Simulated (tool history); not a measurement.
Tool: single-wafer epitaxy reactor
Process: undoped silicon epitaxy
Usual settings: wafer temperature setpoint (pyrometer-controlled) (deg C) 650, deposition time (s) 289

run	hour	wafer temperature setpoint (pyrometer-controlled) (deg C)	deposition time (s)	read-back reference wafer on the same gauge, thickness_nm	mean film thickness on the monitor wafer (Å)
1	0.0	650	305	39.735	529.74
2	7.5	650	305	39.671	531.35
3	15.4	650	289	39.668	503.79
4	25.2	650	289	39.715	501.37
5	40.2	650	289	39.687	503.29
6	77.9	643	289	39.737	439.27
7	92.8	643	289	39.678	440.09
8	104.5	643	289	39.690	442.12
9	111.5	650	275	39.723	477.66
10	122.6	650	275	39.704	479.09
11	133.4	650	275	39.715	479.24
12	145.6	650	289	39.708	503.22
13	158.6	650	289	39.716	504.85
14	168.2	650	302	39.722	526.77
15	174.8	650	302	39.758	526.87
16	185.8	650	289	39.720	506.25
17	200.8	650	264	39.742	459.40
18	209.5	650	264	39.732	461.03
19	222.0	650	264	39.669	459.65
20	228.1	650	289	39.664	502.16
21	238.6	662	311	39.674	676.51
22	256.3	636	289	39.726	384.65
23	274.2	650	289	39.686	502.48
# hour 288.4: pyrometer calibrated
24	291.8	658	312	39.753	583.44
25	307.2	650	325	39.700	525.14
26	313.5	657	249	39.685	459.43
27	325.6	650	289	39.724	467.52
# hour 326.3: gauge calibrated
28	336.5	650	289	39.704	467.20
29	354.4	650	289	39.696	469.40
30	366.1	650	318	39.718	516.60
31	380.9	650	289	39.667	472.41
32	415.8	655	317	39.698	571.84
33	424.5	656	317	39.672	579.56
34	434.1	650	289	39.726	472.95
35	442.0	639	315	39.675	417.84
36	455.7	650	289	39.688	475.78
37	469.4	664	289	39.642	620.72
38	476.5	638	342	39.715	445.79
39	484.7	650	319	39.652	525.95
40	497.1	650	289	39.722	477.65

4 ways to go on from here, each from the tool as it stands after run 40. What would each give?
A	497.6	650	289	?	?
B	497.6	644	247	?	?
C	497.6	644	241	?	?
D	497.6	638	289	?	?

run	read-back reference wafer on the same gauge, thickness_nm	mean film thickness on the monitor wafer (Å)
A	39.677	476.56
B	39.677	362.90
C	39.677	354.09
D	39.677	377.82
Without the tool's hidden state the same runs would have given:
run	mean film thickness on the monitor wafer (Å)
A	464.97
B	353.98
C	345.38
D	368.42
